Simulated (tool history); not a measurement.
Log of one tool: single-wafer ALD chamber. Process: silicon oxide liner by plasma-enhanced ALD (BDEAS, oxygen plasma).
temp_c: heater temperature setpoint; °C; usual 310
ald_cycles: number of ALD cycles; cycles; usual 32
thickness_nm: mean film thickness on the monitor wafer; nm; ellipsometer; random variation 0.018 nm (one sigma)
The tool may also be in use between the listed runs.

run    hour  temp_c  ald_cycles  wafers since the last listed run  hours since the last thermocouple change  hours since the gauge calibration  read-back reference wafer on the same gauge, thickness_nm  thickness_nm
  1       0     315          28                                 0                                    1005.9                              407.1                                                      2.667         2.638
  2   197.2     315          28                              1374                                    1203.1                              604.3                                                      2.645         2.583
  3   234.5     315          28                               259                                    1240.4                              641.6                                                      2.639         2.608
  4   272.2     318          32                               262                                    1278.1                              679.3                                                       2.64         2.974
  5   322.1     318          32                               347                                      1328                              729.2                                                      2.634         2.952
  6   372.2     310          28                               349                                    1378.1                              779.3                                                       2.62         2.617
  7   403.9     310          28                               220                                    1409.8                                811                                                      2.622         2.591
  8   475.3     310          32                               497                                    1481.2                              882.4                                                      2.613         2.976
  9   537.6     303          36                               434                                    1543.5                              944.7                                                      2.605         3.357
 10   578.2     303          36                               282                                    1584.1                              985.3                                                      2.605         3.344
 11   637.2     295          29                               411                                    1643.1                             1044.3                                                      2.593         2.772
 12   675.3     303          32                               265                                    1681.2                             1082.4                                                      2.595         2.948
      700.3  -- gauge calibrated
 13   737.5     304          35                               433                                    1743.4                               37.2                                                      2.687         3.336
 14     784     306          35                               324                                    1789.9                               83.7                                                      2.684         3.363
      816.9  -- thermocouple changed; heater temperature recalibrated
 15   820.6     297          27                               199                                       3.7                              120.3                                                      2.686           2.6
 16   854.8     310          32                               238                                      37.9                              154.5                                                       2.68          3.04
 17   899.8     301          35                               313                                      82.9                              199.5                                                      2.673         3.308
 18   954.6     310          32                               381                                     137.7                              254.3                                                      2.665         3.008
 19     998     315          28                               302                                     181.1                              297.7                                                      2.663         2.606
 20  1059.7     310          32                               430                                     242.8                              359.4                                                      2.656          3.03
 21  1128.6     318          28                               480                                     311.7                              428.3                                                      2.654         2.612

3 ways to go on from here, each from the tool as it stands after run 21. What would each give?
  A  1129     310          32                                 2                                     312.1                              428.7                                                          ?             ?
  B  1129     324          30                                 2                                     312.1                              428.7                                                          ?             ?
  C  1129     318          27                                 2                                     312.1                              428.7                                                          ?             ?

run  read-back reference wafer on the same gauge, thickness_nm  thickness_nm
  A                                                      2.648         2.981
  B                                                      2.648         2.746
  C                                                      2.648          2.49
Without the tool's hidden state the same runs would have given:
run  thickness_nm
  A         3.041
  B         2.801
  C          2.54
